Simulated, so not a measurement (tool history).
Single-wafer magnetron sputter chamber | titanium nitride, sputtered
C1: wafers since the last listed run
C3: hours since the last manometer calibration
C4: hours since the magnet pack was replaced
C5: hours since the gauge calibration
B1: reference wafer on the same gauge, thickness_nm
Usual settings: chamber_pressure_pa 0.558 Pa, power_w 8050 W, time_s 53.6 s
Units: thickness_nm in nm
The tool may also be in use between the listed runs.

run 1 hour=0.0 | chamber_pressure_pa=0.558 power_w=8050 time_s=53.6 | C1=0 wafers_on_the_sputter_target=7324 C3=1800.0 C4=8177.9 C5=217.4 | B1=68.485 | thickness_nm=72.029
-- hour=15.9 sputter target and shields replaced
run 2 hour=17.4 | chamber_pressure_pa=0.558 power_w=8050 time_s=53.6 | C1=95 wafers_on_the_sputter_target=15 C3=1817.4 C4=8195.3 C5=234.8 | B1=68.513 | thickness_nm=75.404
run 3 hour=46.7 | chamber_pressure_pa=0.558 power_w=8050 time_s=53.6 | C1=297 wafers_on_the_sputter_target=312 C3=1846.7 C4=8224.6 C5=264.1 | B1=68.539 | thickness_nm=74.212
run 4 hour=62.7 | chamber_pressure_pa=0.558 power_w=8050 time_s=53.6 | C1=162 wafers_on_the_sputter_target=474 C3=1862.7 C4=8240.6 C5=280.1 | B1=68.532 | thickness_nm=74.316
run 5 hour=77.4 | chamber_pressure_pa=0.558 power_w=6450 time_s=53.6 | C1=149 wafers_on_the_sputter_target=623 C3=1877.4 C4=8255.3 C5=294.8 | B1=68.546 | thickness_nm=59.695
run 6 hour=85.1 | chamber_pressure_pa=0.558 power_w=6450 time_s=53.6 | C1=78 wafers_on_the_sputter_target=702 C3=1885.1 C4=8263.0 C5=302.5 | B1=68.376 | thickness_nm=59.409
run 7 hour=96.2 | chamber_pressure_pa=0.558 power_w=6450 time_s=53.6 | C1=112 wafers_on_the_sputter_target=814 C3=1896.2 C4=8274.1 C5=313.6 | B1=68.463 | thickness_nm=59.346
run 8 hour=112.9 | chamber_pressure_pa=0.558 power_w=9350 time_s=53.6 | C1=169 wafers_on_the_sputter_target=984 C3=1912.9 C4=8290.8 C5=330.3 | B1=68.502 | thickness_nm=85.792
run 9 hour=121.2 | chamber_pressure_pa=0.558 power_w=9350 time_s=53.6 | C1=84 wafers_on_the_sputter_target=1068 C3=1921.2 C4=8299.1 C5=338.6 | B1=68.519 | thickness_nm=86.095
run 10 hour=135.1 | chamber_pressure_pa=0.558 power_w=9350 time_s=53.6 | C1=141 wafers_on_the_sputter_target=1209 C3=1935.1 C4=8313.0 C5=352.5 | B1=68.577 | thickness_nm=85.526
run 11 hour=146.7 | chamber_pressure_pa=0.558 power_w=8050 time_s=53.6 | C1=117 wafers_on_the_sputter_target=1326 C3=1946.7 C4=8324.6 C5=364.1 | B1=68.428 | thickness_nm=73.966
-- hour=156.7 magnet pack replaced
run 12 hour=157.3 | chamber_pressure_pa=0.671 power_w=8050 time_s=53.6 | C1=26 wafers_on_the_sputter_target=1353 C3=1957.3 C4=0.6 C5=374.7 | B1=68.452 | thickness_nm=71.455
run 13 hour=168.6 | chamber_pressure_pa=0.453 power_w=8050 time_s=45.6 | C1=114 wafers_on_the_sputter_target=1468 C3=1968.6 C4=11.9 C5=386.0 | B1=68.490 | thickness_nm=64.590
run 14 hour=180.2 | chamber_pressure_pa=0.558 power_w=8050 time_s=53.6 | C1=117 wafers_on_the_sputter_target=1585 C3=1980.2 C4=23.5 C5=397.6 | B1=68.521 | thickness_nm=73.338
run 15 hour=190.0 | chamber_pressure_pa=0.366 power_w=9650 time_s=56.6 | C1=99 wafers_on_the_sputter_target=1685 C3=1990.0 C4=33.3 C5=407.4 | B1=68.456 | thickness_nm=99.035
run 16 hour=197.0 | chamber_pressure_pa=0.558 power_w=8050 time_s=53.6 | C1=71 wafers_on_the_sputter_target=1756 C3=1997.0 C4=40.3 C5=414.4 | B1=68.455 | thickness_nm=73.453
run 17 hour=209.9 | chamber_pressure_pa=0.643 power_w=10000 time_s=56.7 | C1=130 wafers_on_the_sputter_target=1887 C3=2009.9 C4=53.2 C5=427.3 | B1=68.547 | thickness_nm=93.411
-- hour=213.4 gauge calibrated
run 18 hour=222.8 | chamber_pressure_pa=0.674 power_w=8050 time_s=53.6 | C1=130 wafers_on_the_sputter_target=2017 C3=2022.8 C4=66.1 C5=9.4 | B1=68.598 | thickness_nm=70.138
run 19 hour=229.4 | chamber_pressure_pa=0.422 power_w=8050 time_s=53.6 | C1=66 wafers_on_the_sputter_target=2084 C3=2029.4 C4=72.7 C5=16.0 | B1=68.543 | thickness_nm=76.664
run 20 hour=239.1 | chamber_pressure_pa=0.498 power_w=8050 time_s=50.4 | C1=98 wafers_on_the_sputter_target=2183 C3=2039.1 C4=82.4 C5=25.7 | B1=68.519 | thickness_nm=69.949
run 21 hour=252.8 | chamber_pressure_pa=0.558 power_w=8050 time_s=53.6 | C1=138 wafers_on_the_sputter_target=2322 C3=2052.8 C4=96.1 C5=39.4 | B1=68.612 | thickness_nm=72.859
-- hour=261.2 capacitance manometer re-zeroed and calibrated
run 22 hour=264.0 | chamber_pressure_pa=0.346 power_w=8050 time_s=53.6 | C1=32 wafers_on_the_sputter_target=2354 C3=2.8 C4=107.3 C5=50.6 | B1=68.519 | thickness_nm=78.727
run 23 hour=278.7 | chamber_pressure_pa=0.558 power_w=8050 time_s=53.6 | C1=149 wafers_on_the_sputter_target=2503 C3=17.5 C4=122.0 C5=65.3 | B1=68.504 | thickness_nm=72.912
run 24 hour=306.8 | chamber_pressure_pa=0.430 power_w=8050 time_s=49.1 | C1=285 wafers_on_the_sputter_target=2788 C3=45.6 C4=150.1 C5=93.4 | B1=68.572 | thickness_nm=69.856
run 25 hour=319.5 | chamber_pressure_pa=0.558 power_w=8050 time_s=53.6 | C1=128 wafers_on_the_sputter_target=2917 C3=58.3 C4=162.8 C5=106.1 | B1=68.553 | thickness_nm=72.818
run 26 hour=331.6 | chamber_pressure_pa=0.644 power_w=9000 time_s=44.3 | C1=122 wafers_on_the_sputter_target=3040 C3=70.4 C4=174.9 C5=118.2 | B1=68.419 | thickness_nm=65.365
run 27 hour=347.9 | chamber_pressure_pa=0.421 power_w=6050 time_s=43.4 | C1=165 wafers_on_the_sputter_target=3205 C3=86.7 C4=191.2 C5=134.5 | B1=68.488 | thickness_nm=46.512
run 28 hour=355.4 | chamber_pressure_pa=0.558 power_w=8800 time_s=53.6 | C1=76 wafers_on_the_sputter_target=3282 C3=94.2 C4=198.7 C5=142.0 | B1=68.448 | thickness_nm=79.040
run 29 hour=366.7 | chamber_pressure_pa=0.444 power_w=6800 time_s=50.6 | C1=114 wafers_on_the_sputter_target=3396 C3=105.5 C4=210.0 C5=153.3 | B1=68.451 | thickness_nm=60.156
run 30 hour=380.9 | chamber_pressure_pa=0.558 power_w=8050 time_s=53.6 | C1=144 wafers_on_the_sputter_target=3540 C3=119.7 C4=224.2 C5=167.5 | B1=68.517 | thickness_nm=72.282
run 31 hour=393.5 | chamber_pressure_pa=0.558 power_w=8050 time_s=53.6 | C1=127 wafers_on_the_sputter_target=3668 C3=132.3 C4=236.8 C5=180.1 | B1=68.545 | thickness_nm=72.671
run 32 hour=430.7 | chamber_pressure_pa=0.615 power_w=6450 time_s=61.5 | C1=377 wafers_on_the_sputter_target=4045 C3=169.5 C4=274.0 C5=217.3 | B1=68.440 | thickness_nm=65.379
run 33 hour=443.0 | chamber_pressure_pa=0.558 power_w=8050 time_s=53.6 | C1=124 wafers_on_the_sputter_target=4170 C3=181.8 C4=286.3 C5=229.6 | B1=68.551 | thickness_nm=72.198
run 34 hour=454.8 | chamber_pressure_pa=0.447 power_w=7550 time_s=48.5 | C1=119 wafers_on_the_sputter_target=4290 C3=193.6 C4=298.1 C5=241.4 | B1=68.558 | thickness_nm=64.007
run 35 hour=470.9 | chamber_pressure_pa=0.675 power_w=9950 time_s=45.3 | C1=163 wafers_on_the_sputter_target=4453 C3=209.7 C4=314.2 C5=257.5 | B1=68.535 | thickness_nm=72.478

Hidden state at the last listed run before each entry between runs and at the first one after, where it differs:
Between runs 1 and 2: sputter target and shields replaced (hour 15.9)
  deposition rate above that of a new target (%): -4.79 -> -0.897
  measured less the result without the state, thickness_nm: -3.623 -> -0.682 nm
Between runs 11 and 12: magnet pack replaced (hour 156.7)
  deposition rate above that of a new target (%): -2.71 -> -2.82
  measured less the result without the state, thickness_nm: -2.061 -> -2.076 nm
Between runs 17 and 18: gauge calibrated (hour 213.4)
  deposition rate above that of a new target (%): -3.32 -> -3.43
  measured less the result without the state, thickness_nm: -3.211 -> -2.492 nm
Between runs 21 and 22: capacitance manometer re-zeroed and calibrated (hour 261.2)
  deposition rate above that of a new target (%): -3.66 -> -3.74
  measured less the result without the state, thickness_nm: -2.771 -> -3.062 nm

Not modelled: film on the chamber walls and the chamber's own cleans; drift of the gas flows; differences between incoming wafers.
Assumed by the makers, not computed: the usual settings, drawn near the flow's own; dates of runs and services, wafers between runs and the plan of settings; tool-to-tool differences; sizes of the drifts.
